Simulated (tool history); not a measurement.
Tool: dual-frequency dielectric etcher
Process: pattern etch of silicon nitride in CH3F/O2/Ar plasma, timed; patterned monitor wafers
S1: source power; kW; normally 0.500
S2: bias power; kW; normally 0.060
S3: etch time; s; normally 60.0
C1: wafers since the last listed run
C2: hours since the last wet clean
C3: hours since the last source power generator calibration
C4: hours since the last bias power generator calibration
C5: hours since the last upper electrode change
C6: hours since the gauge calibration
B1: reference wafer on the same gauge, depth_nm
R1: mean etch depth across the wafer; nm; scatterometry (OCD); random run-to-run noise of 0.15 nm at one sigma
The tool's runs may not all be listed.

{"run": 1, "hour": 0.0, "S1": 0.5, "S2": 0.06, "S3": 60.0, "C1": 0, "C2": 158.9, "C3": 1673.7, "C4": 3042.1, "C5": 2367.3, "C6": 684.3, "B1": 39.8, "R1": 43.13}
{"run": 2, "hour": 88.2, "S1": 0.5, "S2": 0.06, "S3": 60.0, "C1": 1270, "C2": 247.1, "C3": 1761.9, "C4": 3130.3, "C5": 2455.5, "C6": 772.5, "B1": 39.79, "R1": 43.47}
{"run": 3, "hour": 141.8, "S1": 0.5, "S2": 0.06, "S3": 60.0, "C1": 772, "C2": 300.7, "C3": 1815.5, "C4": 3183.9, "C5": 2509.1, "C6": 826.1, "B1": 39.77, "R1": 43.71}
{"run": 4, "hour": 249.0, "S1": 0.5, "S2": 0.06, "S3": 60.0, "C1": 1544, "C2": 407.9, "C3": 1922.7, "C4": 3291.1, "C5": 2616.3, "C6": 933.3, "B1": 39.79, "R1": 44.55}
{"hour": 295.4, "done": "wet clean of the chamber"}
{"run": 5, "hour": 319.7, "S1": 0.5, "S2": 0.06, "S3": 66.5, "C1": 672, "C2": 24.3, "C3": 1993.4, "C4": 3361.8, "C5": 2687.0, "C6": 1004.0, "B1": 39.82, "R1": 47.85}
{"run": 6, "hour": 505.9, "S1": 0.5, "S2": 0.06, "S3": 60.0, "C1": 2682, "C2": 210.5, "C3": 2179.6, "C4": 3548.0, "C5": 2873.2, "C6": 1190.2, "B1": 39.84, "R1": 43.71}
{"run": 7, "hour": 597.7, "S1": 0.5, "S2": 0.06, "S3": 60.0, "C1": 1322, "C2": 302.3, "C3": 2271.4, "C4": 3639.8, "C5": 2965.0, "C6": 1282.0, "B1": 39.8, "R1": 44.37}
{"hour": 696.6, "done": "wet clean of the chamber"}
{"run": 8, "hour": 697.1, "S1": 0.5, "S2": 0.06, "S3": 60.0, "C1": 1086, "C2": 0.5, "C3": 2370.8, "C4": 3739.2, "C5": 3064.4, "C6": 1381.4, "B1": 39.8, "R1": 42.59}
{"run": 9, "hour": 750.5, "S1": 0.5, "S2": 0.06, "S3": 60.0, "C1": 769, "C2": 53.9, "C3": 2424.2, "C4": 3792.6, "C5": 3117.8, "C6": 1434.8, "B1": 39.81, "R1": 43.13}
{"hour": 771.4, "done": "gauge calibrated"}
{"run": 10, "hour": 819.4, "S1": 0.5, "S2": 0.06, "S3": 60.0, "C1": 992, "C2": 122.8, "C3": 2493.1, "C4": 3861.5, "C5": 3186.7, "C6": 48.0, "B1": 39.82, "R1": 43.23}
{"run": 11, "hour": 875.2, "S1": 0.59, "S2": 0.06, "S3": 60.0, "C1": 803, "C2": 178.6, "C3": 2548.9, "C4": 3917.3, "C5": 3242.5, "C6": 103.8, "B1": 39.76, "R1": 45.5}
{"hour": 949.1, "done": "bias power generator calibrated"}
{"run": 12, "hour": 973.5, "S1": 0.59, "S2": 0.06, "S3": 60.0, "C1": 1358, "C2": 276.9, "C3": 2647.2, "C4": 24.4, "C5": 3340.8, "C6": 202.1, "B1": 39.81, "R1": 45.92}
{"hour": 1019.2, "done": "upper electrode replaced, of another model than before"}
{"run": 13, "hour": 1019.7, "S1": 0.62, "S2": 0.06, "S3": 60.0, "C1": 319, "C2": 323.1, "C3": 2693.4, "C4": 70.6, "C5": 0.5, "C6": 248.3, "B1": 39.79, "R1": 47.67}
{"run": 14, "hour": 1110.2, "S1": 0.5, "S2": 0.047, "S3": 60.0, "C1": 1303, "C2": 413.6, "C3": 2783.9, "C4": 161.1, "C5": 91.0, "C6": 338.8, "B1": 39.81, "R1": 36.78}
{"hour": 1135.0, "done": "wet clean of the chamber"}
{"run": 15, "hour": 1202.0, "S1": 0.45, "S2": 0.06, "S3": 75.5, "C1": 976, "C2": 67.0, "C3": 2875.7, "C4": 252.9, "C5": 182.8, "C6": 430.6, "B1": 39.79, "R1": 52.28}
{"run": 16, "hour": 1279.2, "S1": 0.44, "S2": 0.06, "S3": 49.0, "C1": 1112, "C2": 144.2, "C3": 2952.9, "C4": 330.1, "C5": 260.0, "C6": 507.8, "B1": 39.83, "R1": 33.79}
{"hour": 1325.9, "done": "source power generator calibrated"}
{"run": 17, "hour": 1355.7, "S1": 0.45, "S2": 0.054, "S3": 76.5, "C1": 1044, "C2": 220.7, "C3": 29.8, "C4": 406.6, "C5": 336.5, "C6": 584.3, "B1": 39.81, "R1": 49.4}
{"run": 18, "hour": 1458.5, "S1": 0.5, "S2": 0.06, "S3": 60.0, "C1": 1480, "C2": 323.5, "C3": 132.6, "C4": 509.4, "C5": 439.3, "C6": 687.1, "B1": 39.82, "R1": 44.3}
{"hour": 1595.9, "done": "wet clean of the chamber"}
{"run": 19, "hour": 1744.7, "S1": 0.5, "S2": 0.06, "S3": 60.0, "C1": 3776, "C2": 148.8, "C3": 418.8, "C4": 795.6, "C5": 725.5, "C6": 973.3, "B1": 39.82, "R1": 43.24}
{"run": 20, "hour": 1792.1, "S1": 0.6, "S2": 0.06, "S3": 50.5, "C1": 682, "C2": 196.2, "C3": 466.2, "C4": 843.0, "C5": 772.9, "C6": 1020.7, "B1": 39.81, "R1": 38.89}
{"run": 21, "hour": 1845.8, "S1": 0.5, "S2": 0.065, "S3": 69.0, "C1": 773, "C2": 249.9, "C3": 519.9, "C4": 896.7, "C5": 826.6, "C6": 1074.4, "B1": 39.77, "R1": 52.67}
{"run": 22, "hour": 1912.9, "S1": 0.47, "S2": 0.05, "S3": 60.0, "C1": 966, "C2": 317.0, "C3": 587.0, "C4": 963.8, "C5": 893.7, "C6": 1141.5, "B1": 39.78, "R1": 37.34}
{"hour": 1943.6, "done": "wet clean of the chamber"}
{"run": 23, "hour": 1970.3, "S1": 0.5, "S2": 0.06, "S3": 60.0, "C1": 481, "C2": 26.7, "C3": 644.4, "C4": 1021.2, "C5": 951.1, "C6": 1198.9, "B1": 39.82, "R1": 42.69}
{"run": 24, "hour": 2025.6, "S1": 0.59, "S2": 0.06, "S3": 60.0, "C1": 796, "C2": 82.0, "C3": 699.7, "C4": 1076.5, "C5": 1006.4, "C6": 1254.2, "B1": 39.83, "R1": 45.6}

Some steps in R1 between neighbouring runs. How much of each would the tool show without its hidden state too (settings, what came in, random variation), and how much is left for the hidden state, with any gauge scatter that isn't in both results?
The hidden state here: etch rate over this chamber's usual, %; source power that arrives over what is set, %; bias power that arrives over what is set, %; gauge reads high (%).
Run 4 -> 5: S3 60.0 -> 66.5, wet clean of the chamber. R1 +3.30 nm: hidden state -1.33, all else +4.63.
Run 7 -> 8: wet clean of the chamber. R1 -1.78 nm: hidden state -1.58, all else -0.20.
Run 15 -> 16: S1 0.450 -> 0.440, S3 75.5 -> 49.0. R1 -18.49 nm: hidden state +0.15, all else -18.64.
Run 16 -> 17: S1 0.440 -> 0.450, S2 0.060 -> 0.054, S3 49.0 -> 76.5, source power generator calibrated. R1 +15.61 nm: hidden state +0.63, all else +14.98.

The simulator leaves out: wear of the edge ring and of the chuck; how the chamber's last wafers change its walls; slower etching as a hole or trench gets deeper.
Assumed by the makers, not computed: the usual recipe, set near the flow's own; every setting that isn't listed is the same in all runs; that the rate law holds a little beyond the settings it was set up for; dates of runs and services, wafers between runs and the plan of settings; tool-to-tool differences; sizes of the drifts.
